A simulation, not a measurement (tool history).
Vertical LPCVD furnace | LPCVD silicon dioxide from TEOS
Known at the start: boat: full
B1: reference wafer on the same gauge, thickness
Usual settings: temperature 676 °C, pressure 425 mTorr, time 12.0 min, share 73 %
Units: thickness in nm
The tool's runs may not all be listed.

{"run": 1, "hour": 0.0, "temperature": 676, "pressure": 460, "time": 12.0, "share": 73, "B1": 60.49, "thickness": 72.4}
{"hour": 60.8, "done": "pressure gauge zeroed"}
{"run": 2, "hour": 103.9, "temperature": 676, "pressure": 425, "time": 12.0, "share": 73, "B1": 60.49, "thickness": 70.87}
{"run": 3, "hour": 132.5, "temperature": 676, "pressure": 425, "time": 12.0, "share": 73, "B1": 60.48, "thickness": 71.2}
{"hour": 134.7, "done": "gauge calibrated"}
{"run": 4, "hour": 145.0, "temperature": 676, "pressure": 425, "time": 14.0, "share": 73, "B1": 60.49, "thickness": 83.09}
{"run": 5, "hour": 175.0, "temperature": 676, "pressure": 425, "time": 14.0, "share": 73, "B1": 60.49, "thickness": 83.0}
{"run": 6, "hour": 195.4, "temperature": 676, "pressure": 425, "time": 14.0, "share": 73, "B1": 60.49, "thickness": 83.19}
{"run": 7, "hour": 223.3, "temperature": 676, "pressure": 425, "time": 12.0, "share": 73, "B1": 60.49, "thickness": 70.99}
{"run": 8, "hour": 238.3, "temperature": 676, "pressure": 425, "time": 12.0, "share": 73, "B1": 60.48, "thickness": 71.21}
{"run": 9, "hour": 255.8, "temperature": 676, "pressure": 425, "time": 12.0, "share": 73, "B1": 60.51, "thickness": 71.16}
{"run": 10, "hour": 318.0, "temperature": 676, "pressure": 425, "time": 12.0, "share": 73, "B1": 60.48, "thickness": 71.23}
{"run": 11, "hour": 348.9, "temperature": 667, "pressure": 505, "time": 12.0, "share": 73, "B1": 60.5, "thickness": 62.61}
{"run": 12, "hour": 382.9, "temperature": 684, "pressure": 425, "time": 8.5, "share": 87, "B1": 60.52, "thickness": 66.75}
{"run": 13, "hour": 403.9, "temperature": 676, "pressure": 425, "time": 9.5, "share": 73, "B1": 60.49, "thickness": 56.51}
{"hour": 443.3, "done": "TEOS flow controller replaced"}
{"run": 14, "hour": 443.8, "temperature": 683, "pressure": 425, "time": 16.5, "share": 65, "B1": 60.52, "thickness": 109.64}
{"run": 15, "hour": 447.8, "temperature": 676, "pressure": 425, "time": 12.0, "share": 73, "B1": 60.5, "thickness": 71.34}
{"hour": 490.4, "done": "thermocouples replaced and temperature profile calibrated"}
{"run": 16, "hour": 490.9, "temperature": 676, "pressure": 425, "time": 14.0, "share": 73, "B1": 60.51, "thickness": 75.64}
{"run": 17, "hour": 494.9, "temperature": 676, "pressure": 425, "time": 12.0, "share": 73, "B1": 60.51, "thickness": 65.04}
{"run": 18, "hour": 501.1, "temperature": 685, "pressure": 425, "time": 12.0, "share": 73, "B1": 60.51, "thickness": 81.08}
{"run": 19, "hour": 536.0, "temperature": 664, "pressure": 425, "time": 12.0, "share": 73, "B1": 60.48, "thickness": 48.36}
{"run": 20, "hour": 558.0, "temperature": 676, "pressure": 425, "time": 12.0, "share": 73, "B1": 60.47, "thickness": 64.85}
{"run": 21, "hour": 585.0, "temperature": 676, "pressure": 425, "time": 12.0, "share": 73, "B1": 60.51, "thickness": 65.09}
{"run": 22, "hour": 599.2, "temperature": 684, "pressure": 425, "time": 12.0, "share": 73, "B1": 60.5, "thickness": 79.0}
{"run": 23, "hour": 613.3, "temperature": 671, "pressure": 425, "time": 12.0, "share": 60, "B1": 60.47, "thickness": 52.21}
{"run": 24, "hour": 635.1, "temperature": 664, "pressure": 475, "time": 12.0, "share": 73, "B1": 60.51, "thickness": 51.16}
{"run": 25, "hour": 648.5, "temperature": 665, "pressure": 375, "time": 12.0, "share": 67, "B1": 60.5, "thickness": 44.47}
{"run": 26, "hour": 667.8, "temperature": 671, "pressure": 390, "time": 15.5, "share": 61, "B1": 60.52, "thickness": 64.83}
{"run": 27, "hour": 700.1, "temperature": 676, "pressure": 425, "time": 14.0, "share": 73, "B1": 60.49, "thickness": 76.0}
{"run": 28, "hour": 724.2, "temperature": 676, "pressure": 425, "time": 10.0, "share": 67, "B1": 60.51, "thickness": 51.84}
{"run": 29, "hour": 758.8, "temperature": 683, "pressure": 355, "time": 7.5, "share": 79, "B1": 60.5, "thickness": 45.88}
{"run": 30, "hour": 778.3, "temperature": 669, "pressure": 455, "time": 16.0, "share": 78, "B1": 60.49, "thickness": 78.24}

Forecast each of these 5 alternatives for the next run:
{"run": "A", "hour": 782.4, "temperature": 676, "pressure": 425, "time": 12.0, "share": 73, "B1": "?", "thickness": "?"}
{"run": "B", "hour": 782.4, "temperature": 681, "pressure": 495, "time": 14.5, "share": 68, "B1": "?", "thickness": "?"}
{"run": "C", "hour": 782.4, "temperature": 665, "pressure": 340, "time": 12.0, "share": 73, "B1": "?", "thickness": "?"}
{"run": "D", "hour": 782.4, "temperature": 671, "pressure": 530, "time": 9.0, "share": 79, "B1": "?", "thickness": "?"}
{"run": "E", "hour": 782.4, "temperature": 676, "pressure": 425, "time": 12.0, "share": 62, "B1": "?", "thickness": "?"}

run=A B1=60.49 thickness=65.24
run=B B1=60.49 thickness=92.83
run=C B1=60.49 thickness=44.37
run=D B1=60.49 thickness=50.35
run=E B1=60.49 thickness=60.13
Without the tool's hidden state the same runs would have given:
run=A thickness=65.02
run=B thickness=92.42
run=C thickness=44.29
run=D thickness=50.10
run=E thickness=59.92
